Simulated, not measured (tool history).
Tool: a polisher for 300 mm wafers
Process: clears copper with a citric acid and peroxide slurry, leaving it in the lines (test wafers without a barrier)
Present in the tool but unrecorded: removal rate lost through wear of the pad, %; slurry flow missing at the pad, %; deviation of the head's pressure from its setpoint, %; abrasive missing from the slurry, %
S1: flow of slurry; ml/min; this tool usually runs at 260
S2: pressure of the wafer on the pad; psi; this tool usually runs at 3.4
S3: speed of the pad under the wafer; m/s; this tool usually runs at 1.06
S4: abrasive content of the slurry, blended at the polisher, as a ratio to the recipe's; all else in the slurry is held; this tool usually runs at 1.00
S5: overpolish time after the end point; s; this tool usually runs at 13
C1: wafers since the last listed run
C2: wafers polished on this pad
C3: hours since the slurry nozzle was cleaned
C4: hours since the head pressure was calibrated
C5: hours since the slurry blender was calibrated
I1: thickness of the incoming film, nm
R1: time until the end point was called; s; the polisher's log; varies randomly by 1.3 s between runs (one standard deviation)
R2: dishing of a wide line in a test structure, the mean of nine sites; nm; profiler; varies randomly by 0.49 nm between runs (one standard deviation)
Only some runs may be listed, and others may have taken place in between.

| run | hour | S1 | S2 | S3 | S4 | S5 | C1 | C2 | C3 | C4 | C5 | I1 | R1 | R2 |
|---|---|---|---|---|---|---|---|---|---|---|---|---|---|---|
| 1 | 0.0 | 260 | 2.5 | 1.06 | 0.80 | 13 | 0 | 1191 | 277.0 | 565.5 | 69.8 | 345.9 | 184.9 | 18.7 |
|  | 24.8 | worn pad replaced by a new one |
| 2 | 53.0 | 260 | 2.5 | 1.06 | 0.80 | 13 | 274 | 157 | 330.0 | 618.5 | 122.8 | 355.2 | 177.5 | 19.2 |
| 3 | 98.3 | 260 | 3.4 | 0.78 | 1.00 | 13 | 253 | 411 | 375.3 | 663.8 | 168.1 | 351.4 | 156.3 | 21.1 |
|  | 114.7 | slurry blender recalibrated |
| 4 | 137.7 | 260 | 3.4 | 0.84 | 1.00 | 13 | 209 | 620 | 414.7 | 703.2 | 23.0 | 348.7 | 147.7 | 22.4 |
| 5 | 209.5 | 260 | 3.4 | 1.06 | 1.00 | 13 | 401 | 1022 | 486.5 | 775.0 | 94.8 | 345.1 | 121.5 | 25.2 |
|  | 261.5 | worn pad replaced by a new one |
| 6 | 278.2 | 260 | 3.4 | 1.06 | 1.00 | 13 | 362 | 93 | 555.2 | 843.7 | 163.5 | 349.3 | 121.3 | 26.8 |
|  | 287.9 | slurry nozzle cleaned |
|  | 298.8 | slurry blender recalibrated |
| 7 | 316.9 | 260 | 3.4 | 1.06 | 1.00 | 11 | 199 | 293 | 29.0 | 882.4 | 18.1 | 348.1 | 120.8 | 23.6 |
|  | 345.0 | head pressure recalibrated |
| 8 | 349.0 | 260 | 3.4 | 1.06 | 1.00 | 13 | 168 | 461 | 61.1 | 4.0 | 50.2 | 348.2 | 121.2 | 26.7 |
| 9 | 411.6 | 260 | 3.4 | 1.06 | 1.00 | 13 | 350 | 812 | 123.7 | 66.6 | 112.8 | 352.4 | 125.6 | 26.5 |
|  | 477.5 | slurry blender recalibrated |
| 10 | 481.4 | 225 | 3.4 | 1.06 | 0.75 | 13 | 379 | 1191 | 193.5 | 136.4 | 3.9 | 348.7 | 140.0 | 23.6 |
|  | 517.4 | worn pad replaced by a new one |
| 11 | 552.5 | 260 | 3.4 | 1.06 | 1.00 | 13 | 375 | 196 | 264.6 | 207.5 | 75.0 | 344.1 | 117.1 | 27.5 |
| 12 | 593.9 | 285 | 3.4 | 0.84 | 1.00 | 13 | 231 | 428 | 306.0 | 248.9 | 116.4 | 352.7 | 147.4 | 22.6 |
| 13 | 655.7 | 260 | 3.4 | 1.06 | 1.00 | 13 | 345 | 774 | 367.8 | 310.7 | 178.2 | 346.4 | 122.5 | 25.1 |
|  | 664.2 | slurry blender recalibrated |
| 14 | 714.6 | 175 | 3.4 | 1.22 | 1.00 | 13 | 318 | 1092 | 426.7 | 369.6 | 50.4 | 343.3 | 111.9 | 28.2 |
|  | 719.7 | slurry nozzle cleaned |
| 15 | 781.5 | 305 | 2.9 | 1.06 | 1.00 | 21 | 368 | 1461 | 61.8 | 436.5 | 117.3 | 353.2 | 153.8 | 31.1 |
|  | 798.9 | worn pad replaced by a new one |
|  | 820.0 | slurry blender recalibrated |
| 16 | 825.6 | 260 | 3.4 | 1.06 | 1.00 | 13 | 213 | 138 | 105.9 | 480.6 | 5.6 | 344.6 | 119.3 | 27.0 |
| 17 | 849.8 | 260 | 3.4 | 1.42 | 1.00 | 9 | 135 | 273 | 130.1 | 504.8 | 29.8 | 355.1 | 93.1 | 24.9 |

Here are 3 independent what-if runs from the current tool condition. What would each one return?
| A | 850.3 | 260 | 3.4 | 1.06 | 0.75 | 13 | 2 | 276 | 130.6 | 505.3 | 30.3 | 352.2 | ? | ? |
| B | 850.3 | 260 | 2.8 | 1.06 | 1.00 | 13 | 2 | 276 | 130.6 | 505.3 | 30.3 | 352.2 | ? | ? |
| C | 850.3 | 260 | 3.4 | 1.06 | 0.85 | 13 | 2 | 276 | 130.6 | 505.3 | 30.3 | 352.2 | ? | ? |

| run | R1 | R2 |
|---|---|---|
| A | 132.7 | 25.0 |
| B | 145.6 | 22.9 |
| C | 127.0 | 25.9 |
The same runs, with their run-to-run variation unchanged, on a tool lacking any hidden condition would have given:
| run | R1 | R2 |
|---|---|---|
| A | 131.2 | 25.2 |
| B | 143.9 | 23.2 |
| C | 125.6 | 26.2 |
